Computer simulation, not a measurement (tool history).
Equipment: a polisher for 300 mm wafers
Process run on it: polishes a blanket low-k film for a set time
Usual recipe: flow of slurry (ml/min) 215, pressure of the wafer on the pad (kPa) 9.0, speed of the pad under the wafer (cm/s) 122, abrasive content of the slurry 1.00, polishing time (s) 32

| run | hour | flow of slurry (ml/min) | pressure of the wafer on the pad (kPa) | speed of the pad under the wafer (cm/s) | abrasive content of the slurry | polishing time (s) | wafers since the last listed run | wafers polished on this pad | hours since the slurry nozzle was cleaned | hours since the head pressure was calibrated | hours since the slurry blender was calibrated | hours since the conditioning disc was replaced | incoming thickness of the incoming film, nm | film removed (angstrom) |
|---|---|---|---|---|---|---|---|---|---|---|---|---|---|---|
| 1 | 0.0 | 215 | 9.0 | 122 | 0.85 | 32 | 0 | 758 | 242.2 | 248.5 | 347.1 | 453.6 | 610.8 | 96 |
|  | 0.3 | worn pad replaced by a new one |
| 2 | 13.2 | 215 | 9.0 | 122 | 0.85 | 32 | 120 | 120 | 255.4 | 261.7 | 360.3 | 466.8 | 606.6 | 95 |
| 3 | 24.5 | 215 | 9.0 | 122 | 0.85 | 32 | 105 | 226 | 266.7 | 273.0 | 371.6 | 478.1 | 612.6 | 99 |
| 4 | 34.5 | 215 | 9.0 | 122 | 1.00 | 28 | 93 | 320 | 276.7 | 283.0 | 381.6 | 488.1 | 614.3 | 88 |
| 5 | 47.2 | 215 | 9.0 | 122 | 1.00 | 28 | 118 | 439 | 289.4 | 295.7 | 394.3 | 500.8 | 609.5 | 90 |
| 6 | 55.9 | 215 | 9.0 | 122 | 1.00 | 28 | 81 | 521 | 298.1 | 304.4 | 403.0 | 509.5 | 601.7 | 91 |
| 7 | 72.2 | 240 | 9.0 | 122 | 1.00 | 32 | 152 | 673 | 314.4 | 320.7 | 419.3 | 525.8 | 603.7 | 104 |
| 8 | 81.4 | 240 | 9.0 | 122 | 1.00 | 32 | 86 | 759 | 323.6 | 329.9 | 428.5 | 535.0 | 608.6 | 102 |
| 9 | 88.3 | 240 | 9.0 | 122 | 1.00 | 32 | 64 | 824 | 330.5 | 336.8 | 435.4 | 541.9 | 616.9 | 104 |
|  | 96.5 | worn pad replaced by a new one |
| 10 | 98.4 | 215 | 9.0 | 122 | 1.00 | 32 | 57 | 17 | 340.6 | 346.9 | 445.5 | 552.0 | 616.3 | 101 |
|  | 104.4 | slurry nozzle cleaned |
|  | 113.4 | conditioning disc replaced and pad reconditioned |
|  | 136.2 | slurry blender recalibrated |
| 11 | 147.8 | 215 | 9.0 | 122 | 1.00 | 32 | 416 | 433 | 43.4 | 396.3 | 11.6 | 34.4 | 609.6 | 99 |
| 12 | 156.7 | 215 | 9.0 | 150 | 1.20 | 32 | 83 | 517 | 52.3 | 405.2 | 20.5 | 43.3 | 608.4 | 127 |
| 13 | 166.6 | 215 | 9.0 | 122 | 1.00 | 32 | 92 | 609 | 62.2 | 415.1 | 30.4 | 53.2 | 600.6 | 100 |
|  | 175.9 | head pressure recalibrated |
| 14 | 176.4 | 180 | 9.0 | 94 | 1.00 | 35 | 73 | 682 | 72.0 | 0.5 | 40.2 | 63.0 | 601.0 | 94 |
| 15 | 181.3 | 215 | 9.0 | 122 | 1.00 | 32 | 45 | 728 | 76.9 | 5.4 | 45.1 | 67.9 | 612.3 | 111 |
|  | 188.6 | worn pad replaced by a new one |
| 16 | 190.9 | 215 | 11.7 | 138 | 1.10 | 28 | 52 | 21 | 86.5 | 15.0 | 54.7 | 77.5 | 611.8 | 135 |
| 17 | 206.3 | 215 | 5.5 | 122 | 0.70 | 32 | 144 | 165 | 101.9 | 30.4 | 70.1 | 92.9 | 606.6 | 67 |
| 18 | 258.9 | 215 | 9.0 | 122 | 1.00 | 36 | 492 | 658 | 154.5 | 83.0 | 122.7 | 145.5 | 603.6 | 122 |
| 19 | 272.7 | 215 | 11.0 | 96 | 1.00 | 25 | 129 | 787 | 168.3 | 96.8 | 136.5 | 159.3 | 617.7 | 82 |

Branching from run 19: 3 alternative next runs. What would each branch give?
| A | 273.1 | 215 | 9.0 | 122 | 1.00 | 32 | 3 | 791 | 168.7 | 97.2 | 136.9 | 159.7 | 610.2 | ? |
| B | 273.1 | 140 | 7.6 | 122 | 0.80 | 25 | 3 | 791 | 168.7 | 97.2 | 136.9 | 159.7 | 610.2 | ? |
| C | 273.1 | 215 | 9.0 | 152 | 1.00 | 26 | 3 | 791 | 168.7 | 97.2 | 136.9 | 159.7 | 610.2 | ? |

| run | film removed (angstrom) |
|---|---|
| A | 106 |
| B | 63 |
| C | 103 |
Take away the tool's hidden state, keep each run's random variation, and the runs would have read:
| run | film removed (angstrom) |
|---|---|
| A | 112 |
| B | 66 |
| C | 108 |
